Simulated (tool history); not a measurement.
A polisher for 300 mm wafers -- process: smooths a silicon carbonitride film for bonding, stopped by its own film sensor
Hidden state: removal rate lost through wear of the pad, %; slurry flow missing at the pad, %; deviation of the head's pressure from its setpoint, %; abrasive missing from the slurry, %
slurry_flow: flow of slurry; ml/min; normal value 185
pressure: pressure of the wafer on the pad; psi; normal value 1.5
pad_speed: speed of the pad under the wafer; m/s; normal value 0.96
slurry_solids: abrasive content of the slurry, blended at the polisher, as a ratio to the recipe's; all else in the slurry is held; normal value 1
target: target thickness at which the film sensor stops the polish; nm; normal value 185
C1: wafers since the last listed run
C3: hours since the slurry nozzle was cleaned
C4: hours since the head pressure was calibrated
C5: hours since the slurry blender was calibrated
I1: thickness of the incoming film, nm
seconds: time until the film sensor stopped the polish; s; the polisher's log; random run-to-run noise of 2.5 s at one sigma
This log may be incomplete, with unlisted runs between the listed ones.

Run 1, day 0: usual settings; C1 0; wafers polished on this pad 707; C3 362.3; C4 184; C5 381.7; I1 214.2. Result: seconds 249.5 s.
Run 2, day 0.658: usual settings; C1 108; wafers polished on this pad 815; C3 378.1; C4 199.8; C5 397.5; I1 213.7. Result: seconds 255.2 s.
At day 1.058: slurry blender recalibrated.
At day 1.592: worn pad replaced by a new one.
Run 3, day 3.554: usual settings; C1 437; wafers polished on this pad 324; C3 447.6; C4 269.3; C5 59.9; I1 211.4. Result: seconds 200.5 s.
Run 4, day 4.871: usual settings; C1 217; wafers polished on this pad 541; C3 479.2; C4 300.9; C5 91.5; I1 209.9. Result: seconds 202.9 s.
Run 5, day 5.925: usual settings; C1 174; wafers polished on this pad 716; C3 504.5; C4 326.2; C5 116.8; I1 207.2. Result: seconds 177.9 s.
Run 6, day 6.642: usual settings; C1 118; wafers polished on this pad 834; C3 521.7; C4 343.4; C5 134; I1 213.5. Result: seconds 230.5 s.
Run 7, day 7.262: usual settings; C1 102; wafers polished on this pad 937; C3 536.6; C4 358.3; C5 148.9; I1 206.8. Result: seconds 180.8 s.
At day 7.521: head pressure recalibrated.
At day 7.904: worn pad replaced by a new one.
Run 8, day 8.529: usual settings; C1 168; wafers polished on this pad 103; C3 567; C4 24.2; C5 179.3; I1 206.3. Result: seconds 173.4 s.
Run 9, day 12.342: usual settings but pressure 1.8 psi; C1 630; wafers polished on this pad 733; C3 658.5; C4 115.7; C5 270.8; I1 207.3. Result: seconds 158.8 s.
Run 10, day 13.408: usual settings but pressure 1.8 psi; C1 176; wafers polished on this pad 909; C3 684.1; C4 141.3; C5 296.4; I1 213.2. Result: seconds 201.7 s.
Run 11, day 14.204: usual settings; C1 131; wafers polished on this pad 1041; C3 703.2; C4 160.4; C5 315.5; I1 211.5. Result: seconds 232.5 s.
At day 15.029: worn pad replaced by a new one.
Run 12, day 15.05: usual settings; C1 112; wafers polished on this pad 3; C3 723.5; C4 180.7; C5 335.8; I1 210.4. Result: seconds 228.2 s.
Run 13, day 15.654: usual settings; C1 99; wafers polished on this pad 103; C3 738; C4 195.2; C5 350.3; I1 210.8. Result: seconds 229 s.
Run 14, day 16.242: usual settings; C1 97; wafers polished on this pad 200; C3 752.1; C4 209.3; C5 364.4; I1 206.5. Result: seconds 196.2 s.
At day 16.692: slurry blender recalibrated.
Run 15, day 16.975: usual settings; C1 107; wafers polished on this pad 307; C3 769.7; C4 226.9; C5 6.8; I1 209.8. Result: seconds 193 s.
Run 16, day 17.862: usual settings; C1 146; wafers polished on this pad 454; C3 791; C4 248.2; C5 28.1; I1 207.9. Result: seconds 180.2 s.
Run 17, day 18.996: usual settings; C1 187; wafers polished on this pad 642; C3 818.2; C4 275.4; C5 55.3; I1 205.9. Result: seconds 168.9 s.
Run 18, day 19.912: usual settings but slurry_flow 145 ml/min, pressure 1.9 psi, pad_speed 0.72 m/s; C1 151; wafers polished on this pad 793; C3 840.2; C4 297.4; C5 77.3; I1 210.8. Result: seconds 211.7 s.
Run 19, day 20.533: usual settings but slurry_solids 1.1, target 193 nm; C1 102; wafers polished on this pad 896; C3 855.1; C4 312.3; C5 92.2; I1 206.8. Result: seconds 106.2 s.
At day 20.967: slurry nozzle cleaned.
Run 20, day 21.288: usual settings but target 179 nm; C1 117; wafers polished on this pad 1013; C3 7.7; C4 330.4; C5 110.3; I1 209.7. Result: seconds 233.3 s.
At day 21.921: worn pad replaced by a new one.
At day 22.492: head pressure recalibrated.
Run 21, day 22.517: usual settings but slurry_flow 205 ml/min, pressure 1 psi; C1 161; wafers polished on this pad 84; C3 37.2; C4 0.6; C5 139.8; I1 206.9. Result: seconds 245.4 s.
Run 22, day 23.725: usual settings but pressure 1.2 psi, slurry_solids 0.8, target 180 nm; C1 199; wafers polished on this pad 284; C3 66.2; C4 29.6; C5 168.8; I1 208.6. Result: seconds 320 s.
Run 23, day 24.962: usual settings; C1 204; wafers polished on this pad 488; C3 95.9; C4 59.3; C5 198.5; I1 209.7. Result: seconds 193.9 s.
Run 24, day 26.362: usual settings; C1 231; wafers polished on this pad 720; C3 129.5; C4 92.9; C5 232.1; I1 211.9. Result: seconds 213.7 s.
Run 25, day 26.888: usual settings but pressure 1.8 psi, target 193 nm; C1 86; wafers polished on this pad 807; C3 142.1; C4 105.5; C5 244.7; I1 208.1. Result: seconds 103.3 s.
Run 26, day 27.833: usual settings but target 194 nm; C1 156; wafers polished on this pad 963; C3 164.8; C4 128.2; C5 267.4; I1 213. Result: seconds 159.1 s.
At day 28.962: worn pad replaced by a new one.
Run 27, day 29.188: usual settings; C1 196; wafers polished on this pad 36; C3 197.3; C4 160.7; C5 299.9; I1 208.7. Result: seconds 200.6 s.
Run 28, day 30.667: usual settings but slurry_flow 145 ml/min, pressure 1.9 psi, slurry_solids 1.15; C1 244; wafers polished on this pad 281; C3 232.8; C4 196.2; C5 335.4; I1 214.2. Result: seconds 197.1 s.
Run 29, day 31.762: usual settings but pad_speed 0.66 m/s; C1 181; wafers polished on this pad 462; C3 259.1; C4 222.5; C5 361.7; I1 206. Result: seconds 226.1 s.
Run 30, day 32.992: usual settings; C1 203; wafers polished on this pad 665; C3 288.6; C4 252; C5 391.2; I1 209.6. Result: seconds 217.9 s.

Take each entry between the runs: how does the hidden state at the last listed run before it differ from the hidden state at the first listed run after it?
Logged between run 2 and run 3: slurry blender recalibrated (day 1.058); worn pad replaced by a new one (day 1.592)
  slurry flow missing at the pad, %: 28.6 -> 30.6; abrasive missing from the slurry, %: 27.8 -> 6.55
  measured less the result without the state, seconds: +52.4 -> +19.3 s
Logged between run 7 and run 8: head pressure recalibrated (day 7.521); worn pad replaced by a new one (day 7.904)
  slurry flow missing at the pad, %: 32.5 -> 33; abrasive missing from the slurry, %: 12.3 -> 14.2
  measured less the result without the state, seconds: +23.6 -> +24.6 s
Logged between run 11 and run 12: worn pad replaced by a new one (day 15.029)
  slurry flow missing at the pad, %: 34.9 -> 35.1; abrasive missing from the slurry, %: 23 -> 24.3
  measured less the result without the state, seconds: +45.2 -> +46.2 s
Logged between run 14 and run 15: slurry blender recalibrated (day 16.692)
  slurry flow missing at the pad, %: 35.3 -> 35.5; abrasive missing from the slurry, %: 26.2 -> 5.11
  measured less the result without the state, seconds: +42 -> +20.5 s
Logged between run 19 and run 20: slurry nozzle cleaned (day 20.967)
  slurry flow missing at the pad, %: 36.1 -> 1.68; abrasive missing from the slurry, %: 10.6 -> 11.8
  measured less the result without the state, seconds: +14 -> +14.3 s
Logged between run 20 and run 21: worn pad replaced by a new one (day 21.921); head pressure recalibrated (day 22.492)
  slurry flow missing at the pad, %: 1.68 -> 4.79; abrasive missing from the slurry, %: 11.8 -> 13.7
  measured less the result without the state, seconds: +14.3 -> +18.5 s
Logged between run 26 and run 27: worn pad replaced by a new one (day 28.962)
  slurry flow missing at the pad, %: 15.2 -> 17.2; abrasive missing from the slurry, %: 21.9 -> 24
  measured less the result without the state, seconds: +22.4 -> +31.5 s
